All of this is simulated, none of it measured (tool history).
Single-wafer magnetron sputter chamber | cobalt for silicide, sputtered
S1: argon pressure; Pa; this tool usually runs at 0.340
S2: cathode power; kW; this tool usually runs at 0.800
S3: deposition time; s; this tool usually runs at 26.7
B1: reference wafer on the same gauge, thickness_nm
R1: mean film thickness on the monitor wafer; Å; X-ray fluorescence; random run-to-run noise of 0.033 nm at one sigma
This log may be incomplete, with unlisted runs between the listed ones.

| run | day | S1 | S2 | S3 | B1 | R1 |
|---|---|---|---|---|---|---|
| 1 | 0.000 | 0.340 | 0.800 | 26.7 | 12.393 | 100.24 |
| 2 | 0.288 | 0.340 | 0.800 | 26.7 | 12.396 | 100.79 |
| 3 | 0.862 | 0.340 | 0.800 | 26.7 | 12.398 | 101.01 |
| 4 | 2.342 | 0.340 | 0.700 | 26.7 | 12.378 | 88.72 |
| 5 | 2.883 | 0.340 | 0.700 | 26.7 | 12.398 | 88.25 |
| 6 | 3.454 | 0.340 | 0.700 | 26.7 | 12.394 | 88.28 |
| 7 | 3.733 | 0.340 | 0.800 | 26.7 | 12.407 | 100.81 |
| 8 | 4.467 | 0.340 | 0.800 | 26.7 | 12.410 | 100.48 |
| 9 | 5.204 | 0.340 | 0.800 | 26.7 | 12.405 | 101.21 |
|  | 6.054 | magnet pack replaced |
| 10 | 6.075 | 0.340 | 0.800 | 26.7 | 12.386 | 100.83 |
| 11 | 6.629 | 0.340 | 0.800 | 26.7 | 12.414 | 100.23 |
| 12 | 6.879 | 0.340 | 0.800 | 26.7 | 12.406 | 100.76 |
| 13 | 8.783 | 0.340 | 0.800 | 26.7 | 12.396 | 100.41 |
| 14 | 9.262 | 0.340 | 0.800 | 26.7 | 12.415 | 100.47 |
| 15 | 9.892 | 0.340 | 0.800 | 26.7 | 12.393 | 100.68 |
| 16 | 10.188 | 0.340 | 0.800 | 26.7 | 12.400 | 99.56 |
|  | 11.042 | sputter target and shields replaced |
| 17 | 11.062 | 0.340 | 0.800 | 22.4 | 12.393 | 81.95 |
| 18 | 11.108 | 0.284 | 0.700 | 23.2 | 12.391 | 76.40 |
| 19 | 11.500 | 0.472 | 0.800 | 30.4 | 12.389 | 104.03 |
| 20 | 11.900 | 0.340 | 0.700 | 22.5 | 12.399 | 71.20 |
|  | 12.071 | gauge calibrated |
| 21 | 12.650 | 0.340 | 0.800 | 30.6 | 12.406 | 110.02 |
|  | 13.100 | capacitance manometer re-zeroed and calibrated |
| 22 | 13.246 | 0.340 | 0.950 | 30.0 | 12.392 | 128.14 |
|  | 13.642 | sputter target and shields replaced, repeated, since the last time left the tool worse |
| 23 | 13.662 | 0.340 | 0.800 | 24.3 | 12.389 | 94.65 |
| 24 | 14.162 | 0.397 | 0.650 | 24.1 | 12.413 | 74.04 |
| 25 | 14.733 | 0.340 | 0.800 | 26.7 | 12.415 | 102.20 |
| 26 | 15.450 | 0.340 | 0.800 | 26.7 | 12.406 | 102.99 |
| 27 | 16.150 | 0.216 | 0.850 | 26.7 | 12.411 | 116.14 |
| 28 | 16.717 | 0.340 | 0.800 | 26.7 | 12.407 | 102.96 |
| 29 | 16.979 | 0.454 | 1.000 | 24.4 | 12.403 | 110.25 |
| 30 | 17.521 | 0.257 | 0.950 | 22.1 | 12.411 | 104.64 |
| 31 | 18.175 | 0.340 | 0.600 | 26.7 | 12.398 | 76.16 |
| 32 | 18.767 | 0.250 | 0.800 | 21.9 | 12.404 | 87.17 |
| 33 | 19.425 | 0.340 | 0.950 | 24.7 | 12.400 | 110.95 |
| 34 | 20.154 | 0.340 | 0.800 | 26.7 | 12.407 | 101.12 |

Alternative continuations, all from the tool just after run 34; predict every row:
| A | 20.171 | 0.340 | 0.800 | 26.7 | ? | ? |
| B | 20.171 | 0.340 | 0.800 | 23.2 | ? | ? |
| C | 20.171 | 0.340 | 0.850 | 26.7 | ? | ? |
| D | 20.171 | 0.390 | 0.600 | 26.7 | ? | ? |

| run | B1 | R1 |
|---|---|---|
| A | 12.388 | 101.65 |
| B | 12.388 | 88.32 |
| C | 12.388 | 108.00 |
| D | 12.388 | 74.38 |
What these runs would have given with no unlogged condition in the tool:
| run | R1 |
|---|---|
| A | 104.49 |
| B | 90.79 |
| C | 111.02 |
| D | 76.46 |

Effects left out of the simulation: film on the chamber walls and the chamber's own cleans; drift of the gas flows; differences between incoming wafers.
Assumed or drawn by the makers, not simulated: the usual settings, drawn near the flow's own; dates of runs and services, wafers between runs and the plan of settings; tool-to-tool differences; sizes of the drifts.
